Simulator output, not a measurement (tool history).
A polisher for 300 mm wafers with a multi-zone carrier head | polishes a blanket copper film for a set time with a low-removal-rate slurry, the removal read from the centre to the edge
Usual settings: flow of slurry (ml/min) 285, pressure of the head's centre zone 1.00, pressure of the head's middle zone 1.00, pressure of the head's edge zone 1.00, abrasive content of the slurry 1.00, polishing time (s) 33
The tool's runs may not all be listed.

run,hour,flow of slurry (ml/min),pressure of the head's centre zone,pressure of the head's middle zone,pressure of the head's edge zone,abrasive content of the slurry,polishing time (s),"incoming thickness of the incoming film, nm",film removed at the wafer's centre (angstrom),film removed at mid-radius (angstrom),film removed at the wafer's edge (angstrom)
1,0.0,285,1.00,1.00,1.00,1.00,33,1111.3,685,703,669
2,62.6,285,1.00,1.00,1.00,1.00,33,1083.9,692,689,680
# hour 97.7: worn pad replaced by a new one
3,98.2,285,1.00,1.00,1.00,1.00,33,1106.7,696,701,664
4,122.9,285,1.00,1.00,1.00,1.00,33,1112.4,699,689,682
5,192.1,285,1.00,1.00,1.00,1.00,33,1118.1,701,698,669
# hour 227.4: worn pad replaced by a new one
6,228.6,245,1.00,1.00,1.00,1.00,33,1100.9,693,681,671
7,259.8,285,1.00,1.00,0.91,1.00,33,1105.9,706,700,646
8,321.1,285,1.00,1.00,1.00,1.00,33,1092.1,719,691,674
# hour 331.9: carrier head's membrane replaced by a new one
# hour 348.5: centre zone pressure recalibrated
# hour 354.8: slurry nozzle cleaned
# hour 358.7: worn pad replaced by a new one
9,383.9,285,1.00,1.00,0.93,0.75,33,1124.9,647,668,629
10,412.0,285,1.00,1.00,1.00,1.00,22,1113.3,456,461,447
# hour 453.1: edge zone pressure recalibrated
11,454.4,285,1.00,1.00,1.00,1.00,33,1125.9,677,683,674
12,480.5,285,1.00,1.00,1.00,1.00,33,1107.3,682,696,685
# hour 485.7: worn pad replaced by a new one
13,544.5,285,1.00,1.00,1.00,1.00,33,1087.8,683,687,673
14,574.6,285,1.00,1.00,0.95,1.00,33,1094.4,688,693,675
# hour 624.1: worn pad replaced by a new one
15,624.6,285,1.08,1.04,1.06,1.00,28,1102.8,636,605,579
16,649.3,285,1.00,1.00,1.00,0.70,33,1117.1,651,660,635

Forecast each of these 5 alternatives for the next run:
A,649.7,285,1.00,0.90,1.00,1.00,33,1132.9,?,?,?
B,649.7,285,0.90,1.00,1.00,1.00,39,1132.9,?,?,?
C,649.7,240,1.00,1.12,0.89,0.85,33,1132.9,?,?,?
D,649.7,285,1.11,1.00,1.00,1.00,39,1132.9,?,?,?
E,649.7,285,1.00,1.00,1.00,1.00,29,1132.9,?,?,?

run,film removed at the wafer's centre (angstrom),film removed at mid-radius (angstrom),film removed at the wafer's edge (angstrom)
A,687,643,676
B,747,830,798
C,661,743,615
D,886,830,798
E,605,617,593
Without the tool's hidden state the same runs would have given:
run,film removed at the wafer's centre (angstrom),film removed at mid-radius (angstrom),film removed at the wafer's edge (angstrom)
A,667,643,676
B,724,830,798
C,641,744,615
D,859,830,798
E,586,617,593
